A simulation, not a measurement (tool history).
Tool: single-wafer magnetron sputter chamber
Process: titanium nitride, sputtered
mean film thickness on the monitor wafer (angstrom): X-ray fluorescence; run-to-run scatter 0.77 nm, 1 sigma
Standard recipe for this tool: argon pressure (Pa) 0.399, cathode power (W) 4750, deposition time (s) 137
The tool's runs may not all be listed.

run    hour  argon pressure (Pa)  cathode power (W)  deposition time (s)  wafers since the last listed run  wafers on the sputter target  hours since the last manometer calibration  hours since the magnet pack was replaced  hours since the gauge calibration  read-back reference wafer on the same gauge, thickness_nm  mean film thickness on the monitor wafer (angstrom)
  1     0.0                0.298               4750                  137                                 0                          2429                                       494.4                                    3767.8                              231.2                                                    117.975                                              1369.97
  2    57.8                0.298               4750                  137                               469                          2898                                       552.2                                    3825.6                              289.0                                                    117.879                                              1366.67
  3   121.0                0.298               4750                  137                               513                          3412                                       615.4                                    3888.8                              352.2                                                    117.986                                              1387.80
  4   184.7                0.278               4750                  137                               517                          3929                                       679.1                                    3952.5                              415.9                                                    118.201                                              1386.43
  5   279.9                0.399               4750                  137                               773                          4702                                       774.3                                    4047.7                              511.1                                                    117.996                                              1324.12
      342.5  -- sputter target and shields replaced
  6   579.4                0.399               4750                  137                              2367                          1923                                      1073.8                                    4347.2                              810.6                                                    118.073                                              1305.21
  7   628.1                0.399               4750                  137                               395                          2318                                      1122.5                                    4395.9                              859.3                                                    118.016                                              1316.31
  8   819.3                0.399               4750                  137                              1552                          3871                                      1313.7                                    4587.1                             1050.5                                                    118.103                                              1317.92
  9   870.6                0.399               4750                  137                               416                          4288                                      1365.0                                    4638.4                             1101.8                                                    117.990                                              1317.93
      876.7  -- gauge calibrated
      926.9  -- magnet pack replaced
 10   944.5                0.399               4750                  137                               535                          4823                                      1438.9                                      17.6                               67.8                                                    117.949                                              1317.77
      962.4  -- capacitance manometer re-zeroed and calibrated
 11  1017.4                0.399               4750                  137                               527                          5350                                        55.0                                      90.5                              140.7                                                    117.895                                              1308.97
     1066.8  -- sputter target and shields replaced
 12  1067.3                0.399               4750                  137                               340                             4                                       104.9                                     140.4                              190.6                                                    118.021                                              1316.56
 13  1265.8                0.329               4000                  148                              1612                          1616                                       303.4                                     338.9                              389.1                                                    118.036                                              1260.76

Run 14 is up next; what results do you expect?
 14  1358.5                0.296               3900                  159                               752                          2368                                       396.1                                     431.6                              481.8                                                          ?                                                    ?

read-back reference wafer on the same gauge, thickness_nm: 118.031
mean film thickness on the monitor wafer (angstrom): 1355.12
Take away the tool's hidden state, keep the run-to-run variation as it was, and the same run would have given mean film thickness on the monitor wafer (angstrom) 1355.12.

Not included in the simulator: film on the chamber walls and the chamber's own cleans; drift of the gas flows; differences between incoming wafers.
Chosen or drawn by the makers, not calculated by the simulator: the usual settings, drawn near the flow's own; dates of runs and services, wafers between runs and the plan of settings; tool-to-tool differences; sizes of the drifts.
